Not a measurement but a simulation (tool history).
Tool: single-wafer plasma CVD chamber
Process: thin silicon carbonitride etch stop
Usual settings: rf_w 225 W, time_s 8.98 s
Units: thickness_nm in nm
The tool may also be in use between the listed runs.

run	day	rf_w	time_s	wafers since the last listed run	hours since the last thermocouple change	hours since the last RF generator calibration	hours since the showerhead was replaced	hours since the gauge calibration	read-back reference wafer on the same gauge, thickness_nm	thickness_nm
1	0	225	8.98	0	1127.8	1893.3	3117.7	247.3	5.602	4.735
2	1.338	225	8.98	689	1159.9	1925.4	3149.8	279.4	5.602	4.746
3	2.642	225	8.98	672	1191.2	1956.7	3181.1	310.7	5.598	4.739
# day 3.262: thermocouple changed; heater temperature recalibrated
4	5.067	225	8.98	1077	43.3	2014.9	3239.3	368.9	5.6	4.74
5	6.4	225	9.96	687	75.3	2046.9	3271.3	400.9	5.599	5.249
6	7.525	225	9.96	579	102.3	2073.9	3298.3	427.9	5.597	5.254
7	10.458	235	8.26	1511	172.7	2144.3	3368.7	498.3	5.601	4.424
8	12.671	235	8.26	1140	225.8	2197.4	3421.8	551.4	5.596	4.419
9	15.558	235	8.26	1488	295.1	2266.7	3491.1	620.7	5.603	4.409
10	16.617	225	8.98	545	320.5	2292.1	3516.5	646.1	5.603	4.723
11	19.475	225	8.98	1473	389.1	2360.7	3585.1	714.7	5.601	4.722
12	21.246	205	10.37	912	431.6	2403.2	3627.6	757.2	5.597	5.274
13	23.512	205	10.37	1168	486	2457.6	3682	811.6	5.602	5.272
14	26.354	205	10.37	1464	554.2	2525.8	3750.2	879.8	5.602	5.257
15	29.079	225	8.98	1404	619.6	2591.2	3815.6	945.2	5.601	4.707
# day 29.442: RF generator calibrated
16	30.096	225	10.39	352	644	15.7	3840	969.6	5.601	5.626
17	32.658	225	10.39	1320	705.5	77.2	3901.5	1031.1	5.6	5.608
18	34.821	225	9.52	1114	757.4	129.1	3953.4	1083	5.602	5.133
19	36.558	250	10.5	895	799.1	170.8	3995.1	1124.7	5.601	5.874
20	38.154	210	8.98	822	837.4	209.1	4033.4	1163	5.601	4.728
21	39.654	225	8.98	773	873.4	245.1	4069.4	1199	5.601	4.837
22	41.042	225	8.98	715	906.7	278.4	4102.7	1232.3	5.602	4.835
23	42.367	205	7.83	682	938.5	310.2	4134.5	1264.1	5.601	4.088
# day 45.017: showerhead replaced
24	45.108	200	8.98	1241	1004.3	376	2.2	1329.9	5.603	4.643
25	46.729	185	8.28	835	1043.2	414.9	41.1	1368.8	5.6	4.158
26	48.188	180	7.44	751	1078.2	449.9	76.1	1403.8	5.598	3.708
# day 49.921: gauge calibrated
27	50.388	200	7.29	1133	1131	502.7	128.9	11.2	5.6	3.764
# day 52.021: thermocouple changed; heater temperature recalibrated
28	52.042	190	7.64	680	0.5	542.4	168.6	50.9	5.6	3.866
29	54.454	265	10.63	1243	58.4	600.3	226.5	108.8	5.602	6.042
30	56.183	265	8.41	891	99.9	641.8	268	150.3	5.601	4.776
31	58.029	225	9.63	951	144.2	686.1	312.3	194.6	5.602	5.177
32	60.138	195	7.28	1086	194.8	736.7	362.9	245.2	5.599	3.73
33	61.929	225	10.39	923	237.8	779.7	405.9	288.2	5.599	5.571
34	63.612	225	8.98	867	278.2	820.1	446.3	328.6	5.598	4.823
35	66.383	180	8.53	1427	344.7	886.6	512.8	395.1	5.6	4.229

How the hidden state differs across the entries between the runs, from the last listed run before each to the first after it:
Between runs 3 and 4: thermocouple changed; heater temperature recalibrated (day 3.262)
  delivered RF power above the setpoint (%): -6.81 -> -6.98
  measured less the result without the state, thickness_nm: -0.117 -> -0.121 nm
Between runs 15 and 16: RF generator calibrated (day 29.442)
  delivered RF power above the setpoint (%): -8.65 -> -0.147
  measured less the result without the state, thickness_nm: -0.15 -> -0.003 nm
Between runs 23 and 24: showerhead replaced (day 45.017)
  delivered RF power above the setpoint (%): -1 -> -1.19
  measured less the result without the state, thickness_nm: -0.014 -> -0.02 nm
Between runs 26 and 27: gauge calibrated (day 49.921)
  delivered RF power above the setpoint (%): -1.41 -> -1.56
  measured less the result without the state, thickness_nm: -0.018 -> -0.02 nm
Between runs 27 and 28: thermocouple changed; heater temperature recalibrated (day 52.021)
  delivered RF power above the setpoint (%): -1.56 -> -1.67
  measured less the result without the state, thickness_nm: -0.02 -> -0.023 nm
